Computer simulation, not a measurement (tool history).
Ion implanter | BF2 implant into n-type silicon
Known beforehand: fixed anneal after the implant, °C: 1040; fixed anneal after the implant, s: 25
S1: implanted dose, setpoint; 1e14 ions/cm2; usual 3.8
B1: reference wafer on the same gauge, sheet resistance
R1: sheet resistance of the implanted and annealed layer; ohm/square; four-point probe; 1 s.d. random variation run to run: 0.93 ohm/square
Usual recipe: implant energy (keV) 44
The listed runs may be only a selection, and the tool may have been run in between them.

Run 1, hour 0: usual settings; B1 246.06. Result: R1 278.9 ohm/square.
Run 2, hour 54.7: usual settings; B1 245.91. Result: R1 277.6 ohm/square.
Run 3, hour 91.5: usual settings; B1 245.91. Result: R1 278.24 ohm/square.
Run 4, hour 151.8: usual settings; B1 245.92. Result: R1 277.61 ohm/square.
Run 5, hour 205.6: usual settings; B1 246.1. Result: R1 277.44 ohm/square.
Run 6, hour 268.3: usual settings; B1 245.87. Result: R1 276.83 ohm/square.
Run 7, hour 358.4: usual settings but implant energy (keV) 55; B1 245.96. Result: R1 269.85 ohm/square.
Run 8, hour 428.5: usual settings; B1 245.93. Result: R1 275.97 ohm/square.
Run 9, hour 499.6: usual settings but S1 4.33 1e14 ions/cm2, implant energy (keV) 39.5; B1 246.17. Result: R1 248.86 ohm/square.
Run 10, hour 565.3: usual settings but S1 4.33 1e14 ions/cm2, implant energy (keV) 39.5; B1 246.19. Result: R1 247.11 ohm/square.
Run 11, hour 592.9: usual settings but S1 4.33 1e14 ions/cm2, implant energy (keV) 39.5; B1 245.99. Result: R1 249.07 ohm/square.
At hour 614.8: gauge calibrated.
At hour 628: Faraday cup replaced and dose calibrated.
Run 12, hour 639.7: usual settings; B1 245.7. Result: R1 283.87 ohm/square.
At hour 676.1: extraction supply calibrated.
Run 13, hour 684.6: usual settings; B1 246.13. Result: R1 283.08 ohm/square.
Run 14, hour 743: usual settings; B1 245.87. Result: R1 283.21 ohm/square.
Run 15, hour 800.2: usual settings but implant energy (keV) 38.5; B1 245.75. Result: R1 286.33 ohm/square.
Run 16, hour 871.1: usual settings but S1 4.49 1e14 ions/cm2, implant energy (keV) 49; B1 246.06. Result: R1 243.32 ohm/square.
Run 17, hour 1016.5: usual settings but S1 4.85 1e14 ions/cm2, implant energy (keV) 30.5; B1 246.08. Result: R1 237.01 ohm/square.
Run 18, hour 1052.2: usual settings; B1 246.05. Result: R1 283.55 ohm/square.
Run 19, hour 1105: usual settings but S1 3.5 1e14 ions/cm2; B1 246.15. Result: R1 304.43 ohm/square.
Run 20, hour 1143.5: usual settings but S1 2.7 1e14 ions/cm2, implant energy (keV) 30; B1 246.32. Result: R1 391.1 ohm/square.
Run 21, hour 1199: usual settings; B1 245.7. Result: R1 281.81 ohm/square.
Run 22, hour 1407.8: usual settings but implant energy (keV) 58; B1 245.94. Result: R1 273.9 ohm/square.
Run 23, hour 1449.1: usual settings but S1 2.8 1e14 ions/cm2, implant energy (keV) 54; B1 245.94. Result: R1 354.13 ohm/square.
Run 24, hour 1485.9: usual settings; B1 246.06. Result: R1 282.17 ohm/square.
Run 25, hour 1549.4: usual settings; B1 245.94. Result: R1 281.9 ohm/square.
Run 26, hour 1601.2: usual settings but S1 3.36 1e14 ions/cm2, implant energy (keV) 36.5; B1 245.9. Result: R1 315.83 ohm/square.
Run 27, hour 1780.5: usual settings but S1 3.26 1e14 ions/cm2, implant energy (keV) 48.5; B1 246.05. Result: R1 312.67 ohm/square.
Run 28, hour 1846.2: usual settings; B1 246.2. Result: R1 280.95 ohm/square.
Run 29, hour 1882.2: usual settings but S1 2.66 1e14 ions/cm2; B1 245.91. Result: R1 376.56 ohm/square.
At hour 1928.8: gauge calibrated.
Run 30, hour 1931.5: usual settings but S1 4.37 1e14 ions/cm2; B1 246.13. Result: R1 249.4 ohm/square.
Run 31, hour 1974.3: usual settings but S1 4.21 1e14 ions/cm2, implant energy (keV) 50.5; B1 245.89. Result: R1 253.16 ohm/square.

Results per run with the tool's hidden condition removed, run-to-run variation unchanged:
The hidden state here: deviation of the true dose from the Faraday cup's reading, %; deviation of the true energy from its setpoint, %; gauge reads high (%).
run      R1
  1  284.04
  2   283.1
  3  284.03
  4  283.83
  5  284.07
  6  283.94
  7  277.35
  8  284.38
  9  257.15
 10  255.89
 11  258.15
 12  284.75
 13  283.96
 14  284.12
 15  287.29
 16  244.19
 17  238.03
 18   284.8
 19  305.86
 20   393.1
 21  283.34
 22   275.9
 23  356.93
 24  284.54
 25  284.49
 26  318.99
 27  316.59
 28  284.82
 29     382
 30  253.27
 31  257.24
